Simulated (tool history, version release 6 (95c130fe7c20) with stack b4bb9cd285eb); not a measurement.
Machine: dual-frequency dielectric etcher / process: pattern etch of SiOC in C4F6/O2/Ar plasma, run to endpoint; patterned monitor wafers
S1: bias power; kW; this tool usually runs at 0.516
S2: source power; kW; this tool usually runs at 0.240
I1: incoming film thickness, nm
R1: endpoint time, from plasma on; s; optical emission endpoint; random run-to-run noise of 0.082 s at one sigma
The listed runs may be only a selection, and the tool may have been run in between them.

run     day     S1     S2     I1    R1
  1   0.000  0.585  0.240  41.79  14.7
  2   1.483  0.585  0.240  41.46  14.6
  3   1.942  0.516  0.190  41.98  16.7
  4   2.554  0.516  0.190  41.56  16.3
  5   3.021  0.516  0.190  42.12  16.5
  6   3.321  0.478  0.240  41.51  15.8
  7   3.725  0.478  0.240  41.48  15.7
      4.604  -- source power generator calibrated
  8   4.625  0.516  0.240  41.83  15.3
  9   4.725  0.516  0.240  41.90  15.5
      6.000  -- wet clean of the chamber
 10   6.021  0.516  0.240  41.43  16.0
 11   6.033  0.516  0.240  42.02  16.2
      6.450  -- bias power generator calibrated
      7.308  -- upper electrode replaced, of another model than before
 12   7.329  0.458  0.260  42.02  16.4
 13   7.342  0.420  0.300  41.23  16.1
 14   7.871  0.638  0.290  41.73  15.0
 15   8.450  0.516  0.240  41.13  15.9
 16   8.712  0.412  0.300  41.23  16.1
 17   9.038  0.412  0.300  41.57  16.3
 18   9.629  0.611  0.200  41.50  15.7
 19  10.267  0.478  0.240  41.62  16.3
 20  10.946  0.516  0.240  41.39  15.9
 21  11.550  0.597  0.240  41.33  15.3
 22  12.154  0.559  0.260  41.71  15.5

Alternative continuations, all from the tool just after run 22; predict every row:
  A  12.171  0.516  0.240  41.38   ?
  B  12.171  0.407  0.280  41.38   ?
  C  12.171  0.438  0.280  41.38   ?

run    R1
  A  15.9
  B  16.4
  C  16.2
Without the tool's hidden state the same runs would have given:
run    R1
  A  16.1
  B  16.6
  C  16.3
